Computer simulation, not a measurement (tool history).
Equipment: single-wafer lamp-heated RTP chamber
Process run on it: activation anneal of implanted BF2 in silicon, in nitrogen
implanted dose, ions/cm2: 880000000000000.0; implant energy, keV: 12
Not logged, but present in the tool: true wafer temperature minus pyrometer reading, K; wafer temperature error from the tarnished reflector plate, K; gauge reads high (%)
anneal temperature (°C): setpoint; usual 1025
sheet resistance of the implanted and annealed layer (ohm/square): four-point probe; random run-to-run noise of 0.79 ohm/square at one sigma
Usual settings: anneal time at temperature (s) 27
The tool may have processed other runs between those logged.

| run | hour | anneal temperature (°C) | anneal time at temperature (s) | wafers since the last listed run | wafers since the last pyrometer calibration | wafers since the reflector plate was cleaned | hours since the gauge calibration | read-back reference wafer on the same gauge, sheet resistance | sheet resistance of the implanted and annealed layer (ohm/square) |
|---|---|---|---|---|---|---|---|---|---|
| 1 | 0 | 1025 | 27 | 0 | 1070 | 4492 | 496.6 | 151.57 | 180.19 |
| 2 | 45.8 | 1025 | 27 | 745 | 1816 | 5238 | 542.4 | 150.97 | 180.59 |
| 3 | 76.7 | 1025 | 27 | 503 | 2319 | 5741 | 573.3 | 151.12 | 180 |
| 4 | 137.2 | 1032 | 27 | 985 | 3304 | 6726 | 633.8 | 150.77 | 174.12 |
|  | 176.4 | pyrometer window cleaned and pyrometer calibrated |
| 5 | 176.8 | 1032 | 27 | 514 | 6 | 7240 | 673.4 | 150.52 | 173.17 |
| 6 | 237.5 | 1025 | 27 | 988 | 995 | 8229 | 734.1 | 150.08 | 179.84 |
| 7 | 285.5 | 1025 | 27 | 781 | 1776 | 9010 | 782.1 | 149.84 | 176.81 |
|  | 352.7 | gauge calibrated |
| 8 | 356.8 | 1025 | 27 | 1161 | 2937 | 10171 | 4.1 | 155.13 | 183.74 |
|  | 418.5 | pyrometer window cleaned and pyrometer calibrated |
| 9 | 422.6 | 1025 | 35 | 941 | 65 | 11113 | 69.9 | 154.76 | 176.19 |
|  | 456.5 | reflector plate cleaned |
| 10 | 461.6 | 1002 | 27 | 504 | 570 | 82 | 108.9 | 154.25 | 214 |
| 11 | 514.6 | 1053 | 37 | 863 | 1433 | 945 | 161.9 | 153.88 | 156.13 |
| 12 | 602.9 | 1025 | 27 | 1437 | 2871 | 2383 | 250.2 | 153.52 | 183.72 |
| 13 | 639.2 | 1015 | 27 | 591 | 3462 | 2974 | 286.5 | 153.36 | 194.26 |
|  | 665.7 | pyrometer window cleaned and pyrometer calibrated |
| 14 | 707.7 | 1000 | 31 | 985 | 684 | 3959 | 355 | 152.48 | 209.11 |
| 15 | 739.3 | 1041 | 12 | 514 | 1198 | 4474 | 386.6 | 152.64 | 189.59 |
| 16 | 772.6 | 1008 | 43 | 542 | 1741 | 5016 | 419.9 | 152.3 | 186.33 |
| 17 | 808.5 | 1025 | 27 | 584 | 2325 | 5601 | 455.8 | 152.09 | 181.68 |
| 18 | 845.4 | 1040 | 27 | 600 | 2926 | 6202 | 492.7 | 151.73 | 169.54 |
| 19 | 875 | 1025 | 27 | 481 | 3408 | 6684 | 522.3 | 151.81 | 181.41 |

Forecast each of these 3 alternatives for the next run:
| A | 875.4 | 1025 | 37 | 6 | 3415 | 6690 | 522.7 | ? | ? |
| B | 875.4 | 1004 | 38 | 6 | 3415 | 6690 | 522.7 | ? | ? |
| C | 875.4 | 1005 | 34 | 6 | 3415 | 6690 | 522.7 | ? | ? |

| run | read-back reference wafer on the same gauge, sheet resistance | sheet resistance of the implanted and annealed layer (ohm/square) |
|---|---|---|
| A | 151.57 | 170.81 |
| B | 151.57 | 193.94 |
| C | 151.57 | 196.28 |
Take away the tool's hidden state, keep each run's random variation, and the runs would have read:
| run | sheet resistance of the implanted and annealed layer (ohm/square) |
|---|---|
| A | 174.52 |
| B | 198.15 |
| C | 200.54 |
